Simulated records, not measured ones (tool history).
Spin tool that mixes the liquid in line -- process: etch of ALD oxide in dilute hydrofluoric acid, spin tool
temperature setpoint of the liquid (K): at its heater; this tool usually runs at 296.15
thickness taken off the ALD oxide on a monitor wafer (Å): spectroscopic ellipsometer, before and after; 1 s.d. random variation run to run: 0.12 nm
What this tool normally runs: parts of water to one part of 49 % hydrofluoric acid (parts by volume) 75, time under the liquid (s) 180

run	hour	temperature setpoint of the liquid (K)	parts of water to one part of 49 % hydrofluoric acid (parts by volume)	time under the liquid (s)	read-back film thickness of the ALD oxide reference wafer, read on the same gauge (nm)	thickness taken off the ALD oxide on a monitor wafer (Å)
1	0.0	296.15	75	180	79.98	264.0
2	39.4	296.15	75	180	80.03	262.8
3	73.9	296.15	75	180	80.02	263.8
4	107.6	296.15	75	100	79.97	144.7
5	174.9	296.15	75	180	80.01	264.3
6	215.0	296.15	75	180	80.01	261.9
7	239.0	296.15	75	265	80.00	388.7
8	289.1	296.15	75	265	79.98	389.5
9	349.6	296.15	75	255	79.99	376.6
10	400.6	296.15	75	255	79.98	378.4
11	456.6	296.15	75	180	79.98	264.3
12	504.3	296.15	75	180	80.01	264.6
13	533.9	296.15	75	180	80.00	264.3
14	605.8	296.15	75	180	80.00	265.6
# hour 635.8: gauge calibrated
15	677.5	296.15	75	180	79.98	267.6
# hour 714.8: thermometer replaced
16	780.6	296.15	75	180	80.01	267.6
# hour 807.0: hydrofluoric acid flow meter replaced
17	845.8	296.15	75	180	80.01	255.1
18	880.4	294.65	65	95	79.99	148.1
19	943.2	294.65	100	290	79.98	282.9
20	974.1	298.65	90	180	80.02	232.7
21	1040.6	296.15	60	180	79.98	323.8
22	1079.8	292.65	35	180	79.99	501.9
23	1131.4	299.15	75	95	79.97	153.3
24	1161.7	300.65	75	180	79.99	308.0
25	1216.8	296.15	95	180	79.98	198.3
26	1259.1	292.65	110	270	79.96	220.2
27	1318.3	299.15	75	180	80.00	293.2
28	1368.5	298.15	85	115	80.02	157.1
29	1420.6	294.15	75	80	80.02	106.1

Consider 3 possible next runs. They are alternatives, not a sequence: every one starts from the tool as it was left by run 29. What does each give?
A	1421.1	296.15	75	180	?	?
B	1421.1	296.15	100	180	?	?
C	1421.1	291.65	40	85	?	?

run	read-back film thickness of the ALD oxide reference wafer, read on the same gauge (nm)	thickness taken off the ALD oxide on a monitor wafer (Å)
A	80.00	259.3
B	80.00	188.7
C	80.00	198.1
With the hidden condition removed and each run's random variation left untouched, the same runs would have given:
run	thickness taken off the ALD oxide on a monitor wafer (Å)
A	253.9
B	184.7
C	194.1

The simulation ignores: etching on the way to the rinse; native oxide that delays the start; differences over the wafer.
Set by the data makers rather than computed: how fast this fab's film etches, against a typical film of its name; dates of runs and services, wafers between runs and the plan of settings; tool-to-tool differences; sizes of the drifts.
